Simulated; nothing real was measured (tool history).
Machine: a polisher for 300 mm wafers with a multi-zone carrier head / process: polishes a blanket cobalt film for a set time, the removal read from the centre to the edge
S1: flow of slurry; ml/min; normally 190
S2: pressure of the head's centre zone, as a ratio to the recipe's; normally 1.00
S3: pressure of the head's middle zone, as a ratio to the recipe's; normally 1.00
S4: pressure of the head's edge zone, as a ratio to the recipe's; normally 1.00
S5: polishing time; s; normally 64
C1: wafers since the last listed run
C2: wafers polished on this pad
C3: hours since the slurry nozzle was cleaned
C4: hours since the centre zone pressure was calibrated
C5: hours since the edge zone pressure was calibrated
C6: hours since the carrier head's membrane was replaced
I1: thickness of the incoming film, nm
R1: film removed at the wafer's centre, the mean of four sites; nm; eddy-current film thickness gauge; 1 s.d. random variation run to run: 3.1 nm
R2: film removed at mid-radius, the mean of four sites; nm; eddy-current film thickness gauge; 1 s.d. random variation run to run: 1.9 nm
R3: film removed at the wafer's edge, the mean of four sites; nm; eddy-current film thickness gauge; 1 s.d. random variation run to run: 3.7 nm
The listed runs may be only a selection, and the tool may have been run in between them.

run,hour,S1,S2,S3,S4,S5,C1,C2,C3,C4,C5,C6,I1,R1,R2,R3
1,0.0,190,1.00,1.00,1.00,73,0,62,59.4,624.3,180.4,836.4,1121.5,373.8,343.4,337.5
# hour 22.8: centre zone pressure recalibrated
2,67.6,190,1.00,1.00,1.00,64,593,655,127.0,44.8,248.0,904.0,1129.7,305.3,301.0,298.0
3,128.4,190,1.00,1.00,1.00,64,550,1206,187.8,105.6,308.8,964.8,1120.4,312.1,301.1,299.7
4,185.3,225,0.97,1.00,1.00,64,514,1721,244.7,162.5,365.7,1021.7,1108.4,310.1,307.6,306.2
# hour 230.0: carrier head's membrane replaced by a new one
5,279.8,225,0.97,1.00,1.00,64,809,2531,339.2,257.0,460.2,49.8,1118.2,318.3,308.5,308.1
6,543.9,190,1.00,1.00,1.00,64,2390,4921,603.3,521.1,724.3,313.9,1120.9,321.1,304.0,303.4
# hour 638.7: slurry nozzle cleaned
7,646.6,190,1.00,1.00,1.00,47,920,5841,7.9,623.8,827.0,416.6,1120.2,240.0,222.6,221.7
# hour 661.0: worn pad replaced by a new one
# hour 684.9: centre zone pressure recalibrated
8,709.8,190,0.96,1.00,1.00,54,517,423,71.1,24.9,890.2,479.8,1135.9,249.6,253.9,255.7
9,794.7,190,1.00,1.00,1.00,54,768,1192,156.0,109.8,975.1,564.7,1120.4,261.2,254.4,250.5
10,850.9,150,1.11,0.94,1.00,55,508,1700,212.2,166.0,1031.3,620.9,1119.1,277.2,240.5,249.5
11,949.3,150,0.92,1.05,1.03,64,890,2591,310.6,264.4,1129.7,719.3,1123.0,293.2,305.2,304.0
12,1012.8,190,1.00,1.00,1.00,64,574,3165,374.1,327.9,1193.2,782.8,1116.5,324.3,306.0,299.4
13,1062.6,150,0.96,1.00,1.11,46,450,3616,423.9,377.7,1243.0,832.6,1124.8,214.8,210.6,219.5
14,1143.5,150,1.00,1.00,1.00,64,732,4348,504.8,458.6,1323.9,913.5,1102.9,308.7,291.9,295.2
# hour 1163.4: carrier head's membrane replaced by a new one
15,1228.3,190,1.00,1.00,1.00,64,722,5070,589.6,543.4,1408.7,64.9,1127.6,324.7,301.5,292.0
# hour 1263.7: edge zone pressure recalibrated
# hour 1295.6: slurry nozzle cleaned
# hour 1318.4: worn pad replaced by a new one
16,1334.3,190,1.00,1.00,1.00,51,895,144,38.7,649.4,70.6,170.9,1124.4,263.0,239.7,241.1
17,1436.6,190,1.00,1.00,1.00,64,925,1069,141.0,751.7,172.9,273.2,1121.9,331.4,304.3,303.0
# hour 1477.3: centre zone pressure recalibrated
18,1485.4,160,0.97,1.00,1.00,51,423,1493,189.8,8.1,221.7,322.0,1126.8,226.1,235.7,233.0
19,1574.4,130,0.90,0.95,1.08,64,805,2298,278.8,97.1,310.7,411.0,1113.2,274.9,276.7,298.9
20,1672.5,170,1.00,1.00,1.00,64,887,3186,376.9,195.2,408.8,509.1,1107.4,309.8,294.0,297.7
21,1724.2,190,1.00,1.00,1.00,43,467,3654,428.6,246.9,460.5,560.8,1113.7,215.2,202.4,204.8

Measured less the same run without the tool's hidden state. The same run-to-run variation is in both; the gauge's scatter may not be:
Hidden state at play: removal rate lost through wear of the pad, %; slurry flow missing at the pad, %; deviation of the centre zone's pressure from its setpoint, %; deviation of the edge zone's pressure from its setpoint, %.
run,R1
1,+32.8
2,+2.3
3,+7.8
4,+11.6
5,+16.5
6,+22.7
7,+17.7
8,+3.1
9,+9.8
10,+13.6
11,+18.7
12,+22.7
13,+15.8
14,+24.2
15,+26.6
16,+22.3
17,+28.7
18,+1.2
19,+9.3
20,+16.5
21,+13.1
R2: at most 0.2 nm away from the measurement, every run.
R3: at most 0.1 nm away from the measurement, every run.

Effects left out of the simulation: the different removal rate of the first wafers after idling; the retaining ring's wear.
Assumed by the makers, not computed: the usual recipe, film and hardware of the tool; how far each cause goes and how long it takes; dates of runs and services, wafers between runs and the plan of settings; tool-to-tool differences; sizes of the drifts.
